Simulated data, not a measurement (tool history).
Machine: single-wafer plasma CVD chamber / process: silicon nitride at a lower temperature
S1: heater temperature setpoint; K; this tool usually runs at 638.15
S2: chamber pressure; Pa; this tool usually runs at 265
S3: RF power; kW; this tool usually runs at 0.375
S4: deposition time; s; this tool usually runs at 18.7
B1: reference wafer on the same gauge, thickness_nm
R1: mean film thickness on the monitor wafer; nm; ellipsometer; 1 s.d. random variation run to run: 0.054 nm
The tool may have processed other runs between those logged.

Run 1, hour 0.0: usual settings; B1 25.310. Result: R1 25.934 nm.
Run 2, hour 99.2: usual settings; B1 25.285. Result: R1 25.935 nm.
Run 3, hour 191.5: usual settings; B1 25.311. Result: R1 25.849 nm.
Run 4, hour 231.6: usual settings; B1 25.302. Result: R1 25.883 nm.
Run 5, hour 299.6: usual settings but S1 628.15 K; B1 25.302. Result: R1 26.036 nm.
Run 6, hour 364.4: usual settings but S1 628.15 K; B1 25.304. Result: R1 25.985 nm.
At hour 441.1: capacitance manometer re-zeroed and calibrated.
Run 7, hour 453.6: usual settings but S1 628.15 K; B1 25.291. Result: R1 25.895 nm.
Run 8, hour 522.2: usual settings; B1 25.304. Result: R1 25.808 nm.
Run 9, hour 574.5: usual settings but S3 0.320 kW; B1 25.307. Result: R1 22.199 nm.
Run 10, hour 686.2: usual settings; B1 25.309. Result: R1 25.812 nm.
Run 11, hour 751.9: usual settings but S4 21.4 s; B1 25.297. Result: R1 29.449 nm.
Run 12, hour 943.9: usual settings but S1 629.15 K, S4 16.6 s; B1 25.300. Result: R1 22.892 nm.
Run 13, hour 1250.9: usual settings but S2 297 Pa, S3 0.350 kW, S4 17.7 s; B1 25.301. Result: R1 23.352 nm.
At hour 1283.1: thermocouple changed; heater temperature recalibrated.
Run 14, hour 1304.9: usual settings but S2 291 Pa; B1 25.293. Result: R1 26.046 nm.
At hour 1355.5: capacitance manometer re-zeroed and calibrated.
Run 15, hour 1362.3: usual settings but S3 0.320 kW; B1 25.292. Result: R1 22.011 nm.
At hour 1418.2: RF generator calibrated.
Run 16, hour 1429.3: usual settings but S1 627.15 K, S3 0.330 kW; B1 25.295. Result: R1 23.118 nm.
At hour 1458.6: gauge calibrated.
At hour 1496.1: showerhead replaced.
Run 17, hour 1524.4: usual settings but S1 650.15 K; B1 25.302. Result: R1 25.798 nm.
Run 18, hour 1605.3: usual settings but S3 0.335 kW; B1 25.300. Result: R1 23.380 nm.
Run 19, hour 1713.0: usual settings but S1 624.15 K, S2 227 Pa, S3 0.445 kW, S4 20.1 s; B1 25.301. Result: R1 30.900 nm.
Run 20, hour 1818.3: usual settings; B1 25.299. Result: R1 25.813 nm.
Run 21, hour 1898.3: usual settings but S2 287 Pa, S4 20.0 s; B1 25.295. Result: R1 28.146 nm.
Run 22, hour 1979.9: usual settings but S3 0.410 kW, S4 15.0 s; B1 25.299. Result: R1 22.270 nm.
Run 23, hour 2079.7: usual settings but S2 233 Pa; B1 25.307. Result: R1 25.123 nm.

4 ways to go on from here, each from the tool as it stands after run 23. What would each give?
Run A, hour 2080.1: usual settings but S4 22.2 s; B1 ?. Result: R1 ?.
Run B, hour 2080.1: usual settings but S2 224 Pa, S3 0.310 kW, S4 19.8 s; B1 ?. Result: R1 ?.
Run C, hour 2080.1: usual settings but S1 624.15 K, S2 201 Pa; B1 ?. Result: R1 ?.
Run D, hour 2080.1: usual settings but S2 289 Pa, S3 0.410 kW, S4 20.3 s; B1 ?. Result: R1 ?.

run      B1      R1
  A  25.299  30.602
  B  25.299  21.883
  C  25.299  24.216
  D  25.299  30.770
Had the tool no hidden state, the same runs would have come out as:
run      R1
  A  30.749
  B  21.995
  C  24.332
  D  30.908

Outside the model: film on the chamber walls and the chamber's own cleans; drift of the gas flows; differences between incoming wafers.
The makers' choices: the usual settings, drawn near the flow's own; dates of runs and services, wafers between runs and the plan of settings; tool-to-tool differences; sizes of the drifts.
